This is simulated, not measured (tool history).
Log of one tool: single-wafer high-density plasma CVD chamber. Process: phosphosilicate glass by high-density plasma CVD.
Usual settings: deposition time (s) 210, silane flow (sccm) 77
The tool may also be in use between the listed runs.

run	hour	deposition time (s)	silane flow (sccm)	read-back reference wafer on the same gauge, thickness_nm	mean film thickness on the monitor wafer (Å)
1	0	210	81	1830.44	16977.33
2	27.9	210	81	1830.822	16944.35
3	52.7	210	81	1830.868	16916.24
4	79.7	210	77	1828.525	16105.53
5	186.9	210	71	1829.907	14806.02
6	235.7	238	77	1829.572	18165.69
7	259.3	238	77	1831.105	18162.64
8	290.5	238	77	1829.242	18220.81
# hour 329.6: silane flow controller replaced
9	330.1	210	86	1828.316	18827.57
# hour 342.5: gauge calibrated
10	356.9	210	86	1830.575	18856.44
11	383.2	210	86	1829.558	18851.53
12	406.3	210	87	1829.169	19019.46
13	419.9	210	82	1830.546	17942.85
14	433.1	210	77	1829.638	16878.37
15	451.3	210	77	1831.111	16807.7
16	486.1	175	64	1831.696	11671.75
17	506.7	190	77	1828.442	15228.08
18	518.8	210	88	1829.682	19287.67
19	536.9	177	83	1830.732	15294.27
20	561	228	86	1829.791	20370.58
21	574.8	210	89	1830.711	19426.18

Run 22 comes next. What will it give?
22	602.1	210	90	?	?

read-back reference wafer on the same gauge, thickness_nm: 1830.618
mean film thickness on the monitor wafer (Å): 19720.55
Without the tool's hidden state the same run would have given mean film thickness on the monitor wafer (Å) 19943.09.
